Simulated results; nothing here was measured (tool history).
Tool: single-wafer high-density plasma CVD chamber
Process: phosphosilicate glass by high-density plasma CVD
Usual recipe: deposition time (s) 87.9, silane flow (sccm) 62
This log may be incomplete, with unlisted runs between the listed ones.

run	hour	deposition time (s)	silane flow (sccm)	wafers since the last listed run	hours since the silane flow controller was replaced	hours since the gauge calibration	read-back reference wafer on the same gauge, thickness_nm	mean film thickness on the monitor wafer (nm)
1	0.0	87.9	62	0	763.9	5.1	481.101	545.850
2	26.5	87.9	62	329	790.4	31.6	481.079	544.774
3	58.3	87.9	62	394	822.2	63.4	481.024	546.088
4	72.2	87.9	62	172	836.1	77.3	480.956	547.162
5	95.6	87.9	62	290	859.5	100.7	481.103	545.839
6	110.5	87.9	62	185	874.4	115.6	481.016	547.550
7	129.2	87.9	70	232	893.1	134.3	480.993	616.648
8	164.9	87.9	70	443	928.8	170.0	481.236	617.722
9	192.7	87.9	70	345	956.6	197.8	480.951	618.572
10	222.7	87.9	62	372	986.6	227.8	481.099	546.746
11	255.4	87.9	62	406	1019.3	260.5	481.071	549.696
12	272.5	87.9	56	212	1036.4	277.6	480.904	494.067
13	294.2	87.9	56	269	1058.1	299.3	480.887	495.986
14	313.5	87.9	56	239	1077.4	318.6	480.929	493.317
15	332.1	87.9	62	230	1096.0	337.2	481.255	547.913
16	356.5	87.9	62	303	1120.4	361.6	480.893	548.542
17	381.8	87.9	62	314	1145.7	386.9	480.897	548.490
18	407.0	87.9	62	312	1170.9	412.1	481.107	546.180
19	419.6	87.9	62	156	1183.5	424.7	481.014	546.960
20	435.8	87.9	62	201	1199.7	440.9	480.963	549.052
21	453.8	87.9	62	223	1217.7	458.9	480.929	547.893
22	506.9	87.9	62	659	1270.8	512.0	481.288	547.028
23	538.6	87.9	62	393	1302.5	543.7	480.904	548.772
24	557.3	87.9	62	232	1321.2	562.4	481.198	550.575
25	574.0	72.7	53	207	1337.9	579.1	481.156	386.841
26	606.9	78.9	72	408	1370.8	612.0	481.032	572.453
27	641.8	80.5	74	433	1405.7	646.9	480.926	601.537
28	673.1	71.1	57	388	1437.0	678.2	480.786	406.654
29	708.3	98.5	62	437	1472.2	713.4	480.868	616.790
30	739.5	103.6	67	387	1503.4	744.6	480.999	694.825
31	764.2	87.9	62	306	1528.1	769.3	481.059	547.996
# hour 778.2: gauge calibrated
32	786.8	71.6	62	280	1550.7	8.6	480.820	446.115
33	803.2	87.9	69	203	1567.1	25.0	481.083	609.342
34	829.0	87.9	62	320	1592.9	50.8	480.972	547.656
35	841.9	99.1	62	160	1605.8	63.7	480.906	618.069
36	871.9	101.1	50	372	1635.8	93.7	480.870	507.661
37	890.2	72.1	62	227	1654.1	112.0	481.043	449.199
# hour 948.2: silane flow controller replaced
38	982.0	97.8	53	1040	33.8	203.8	480.998	510.049
39	1013.4	87.9	62	389	65.2	235.2	481.040	538.851
40	1031.0	72.4	57	218	82.8	252.8	481.217	408.348
41	1060.2	75.8	56	362	112.0	282.0	480.761	418.984
42	1074.2	87.9	62	173	126.0	296.0	481.038	538.183
43	1097.7	102.3	68	291	149.5	319.5	480.797	691.710
44	1133.6	87.9	52	445	185.4	355.4	481.150	452.665
45	1154.6	87.9	55	260	206.4	376.4	480.978	477.353
46	1199.0	87.9	58	551	250.8	420.8	480.967	505.444

Each row is a separate what-if for the run after 46, all from the same tool condition, not one after another. Results?
A	1199.4	87.9	62	4	251.2	421.2	?	?
B	1199.4	73.3	71	4	251.2	421.2	?	?
C	1199.4	103.4	62	4	251.2	421.2	?	?
D	1199.4	81.3	62	4	251.2	421.2	?	?
E	1199.4	81.1	68	4	251.2	421.2	?	?

run	read-back reference wafer on the same gauge, thickness_nm	mean film thickness on the monitor wafer (nm)
A	481.116	541.196
B	481.116	516.816
C	481.116	636.628
D	481.116	500.560
E	481.116	547.650
Take away the tool's hidden state, keep each run's random variation, and the runs would have read:
run	mean film thickness on the monitor wafer (nm)
A	536.969
B	512.780
C	631.656
D	496.650
E	543.373

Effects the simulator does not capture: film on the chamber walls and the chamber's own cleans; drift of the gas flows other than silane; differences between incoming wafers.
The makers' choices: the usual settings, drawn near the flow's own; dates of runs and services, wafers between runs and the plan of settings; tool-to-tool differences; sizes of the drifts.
